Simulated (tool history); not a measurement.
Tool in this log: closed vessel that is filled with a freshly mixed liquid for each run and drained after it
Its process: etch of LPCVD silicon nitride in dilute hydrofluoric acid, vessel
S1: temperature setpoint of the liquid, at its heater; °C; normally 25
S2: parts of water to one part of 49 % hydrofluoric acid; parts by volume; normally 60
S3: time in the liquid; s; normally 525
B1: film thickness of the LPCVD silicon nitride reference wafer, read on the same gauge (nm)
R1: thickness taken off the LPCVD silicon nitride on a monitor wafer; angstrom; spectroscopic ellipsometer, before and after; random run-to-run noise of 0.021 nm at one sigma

{"run": 1, "day": 0.0, "S1": 25, "S2": 40, "S3": 525, "B1": 70, "R1": 63.39}
{"run": 2, "day": 1.542, "S1": 26.5, "S2": 60, "S3": 765, "B1": 69.999, "R1": 67.77}
{"run": 3, "day": 2.562, "S1": 25, "S2": 60, "S3": 525, "B1": 69.989, "R1": 42.08}
{"run": 4, "day": 11.512, "S1": 25, "S2": 60, "S3": 525, "B1": 69.988, "R1": 42.45}
{"run": 5, "day": 12.588, "S1": 25, "S2": 60, "S3": 525, "B1": 69.98, "R1": 41.49}
{"run": 6, "day": 14.004, "S1": 25, "S2": 60, "S3": 525, "B1": 69.996, "R1": 41.67}
{"run": 7, "day": 15.538, "S1": 22.5, "S2": 60, "S3": 525, "B1": 69.988, "R1": 35.23}
{"run": 8, "day": 18.254, "S1": 25, "S2": 60, "S3": 525, "B1": 69.984, "R1": 41.43}
{"run": 9, "day": 20.017, "S1": 25, "S2": 60, "S3": 525, "B1": 70.018, "R1": 41.56}
{"run": 10, "day": 21.45, "S1": 25, "S2": 60, "S3": 525, "B1": 69.986, "R1": 41.3}
{"run": 11, "day": 23.017, "S1": 20.5, "S2": 75, "S3": 745, "B1": 70.036, "R1": 34.9}
{"run": 12, "day": 24.254, "S1": 28.5, "S2": 45, "S3": 675, "B1": 69.975, "R1": 88.33}
{"run": 13, "day": 26.971, "S1": 29.5, "S2": 85, "S3": 785, "B1": 70.015, "R1": 58.58}
{"run": 14, "day": 32.204, "S1": 27, "S2": 50, "S3": 395, "B1": 70.001, "R1": 42.49}
{"run": 15, "day": 34.767, "S1": 25, "S2": 90, "S3": 525, "B1": 70.028, "R1": 27.94}
{"run": 16, "day": 37.058, "S1": 25, "S2": 60, "S3": 525, "B1": 69.984, "R1": 41.7}
{"run": 17, "day": 38.929, "S1": 22, "S2": 80, "S3": 730, "B1": 70.004, "R1": 36.04}
{"run": 18, "day": 40.562, "S1": 25, "S2": 35, "S3": 525, "B1": 70, "R1": 71.38}
{"run": 19, "day": 43.275, "S1": 20.5, "S2": 35, "S3": 525, "B1": 69.988, "R1": 52.36}
{"run": 20, "day": 45.688, "S1": 28, "S2": 85, "S3": 525, "B1": 69.995, "R1": 36.03}
{"run": 21, "day": 48.6, "S1": 25, "S2": 50, "S3": 525, "B1": 69.997, "R1": 49.97}
{"run": 22, "day": 55.029, "S1": 20.5, "S2": 80, "S3": 260, "B1": 69.975, "R1": 11.53}
{"run": 23, "day": 56.2, "S1": 25, "S2": 60, "S3": 825, "B1": 69.997, "R1": 65.99}
{"run": 24, "day": 58.454, "S1": 21, "S2": 60, "S3": 675, "B1": 70, "R1": 41.05}
{"run": 25, "day": 59.467, "S1": 27.5, "S2": 35, "S3": 770, "B1": 69.993, "R1": 123.69}
{"run": 26, "day": 60.958, "S1": 25, "S2": 60, "S3": 210, "B1": 70.008, "R1": 16.73}
{"run": 27, "day": 63.433, "S1": 25, "S2": 40, "S3": 660, "B1": 70.014, "R1": 78.23}
{"run": 28, "day": 65.221, "S1": 25, "S2": 60, "S3": 525, "B1": 70.013, "R1": 41.95}
{"run": 29, "day": 68.175, "S1": 25, "S2": 45, "S3": 525, "B1": 70.017, "R1": 55.39}
{"run": 30, "day": 70.625, "S1": 25, "S2": 60, "S3": 525, "B1": 70, "R1": 41.73}
{"run": 31, "day": 71.738, "S1": 22, "S2": 60, "S3": 525, "B1": 69.989, "R1": 34.41}

Not shown here: 3 entries made in the log between runs. Locate each between two listed runs and compare the hidden state at the listed run before it with the hidden state at the listed run after it:
Logged between run 4 and run 5: hydrofluoric acid flow meter replaced (day 11.558); thermometer replaced (day 12.567)
  liquid hotter than its thermometer reads (K): 0.361 -> 0.0178
  measured result minus the result with no hidden state, R1: +1.01 -> +0.06 angstrom
Logged between run 16 and run 17: gauge calibrated (day 38.233)
  liquid hotter than its thermometer reads (K): 0.103 -> 0.11
  measured result minus the result with no hidden state, R1: +0.27 -> +0.27 angstrom
